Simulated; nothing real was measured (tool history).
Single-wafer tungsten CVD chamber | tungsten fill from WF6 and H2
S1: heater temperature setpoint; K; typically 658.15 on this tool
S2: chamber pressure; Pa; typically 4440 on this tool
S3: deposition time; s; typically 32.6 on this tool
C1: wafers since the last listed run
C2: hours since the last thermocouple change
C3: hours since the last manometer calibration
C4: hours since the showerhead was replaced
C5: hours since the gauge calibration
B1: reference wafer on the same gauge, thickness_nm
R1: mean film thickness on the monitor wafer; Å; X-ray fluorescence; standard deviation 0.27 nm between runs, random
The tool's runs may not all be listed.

run	hour	S1	S2	S3	C1	C2	C3	C4	C5	B1	R1
1	0.0	658.15	4440	32.6	0	2608.3	762.3	4202.0	131.2	72.264	726.69
2	27.7	658.15	4440	32.6	432	2636.0	790.0	4229.7	158.9	72.301	727.22
3	50.3	658.15	5040	32.6	352	2658.6	812.6	4252.3	181.5	72.492	790.92
4	79.6	658.15	5040	32.6	456	2687.9	841.9	4281.6	210.8	72.512	789.25
5	97.1	658.15	5040	32.6	272	2705.4	859.4	4299.1	228.3	72.533	787.37
# hour 130.0: showerhead replaced
6	130.5	669.15	4440	32.6	396	2738.8	892.8	0.5	261.7	72.443	933.45
7	137.2	669.15	4440	32.6	104	2745.5	899.5	7.2	268.4	72.538	926.12
8	153.5	669.15	4440	32.6	254	2761.8	915.8	23.5	284.7	72.580	922.19

Expected results for the next run?
9	180.2	664.15	3666	32.6	416	2788.5	942.5	50.2	311.4	?	?

Logged for run 9: B1 72.631, R1 723.41 Å.
The same run, on a tool lacking any hidden state, would have yielded R1 714.89 Å.
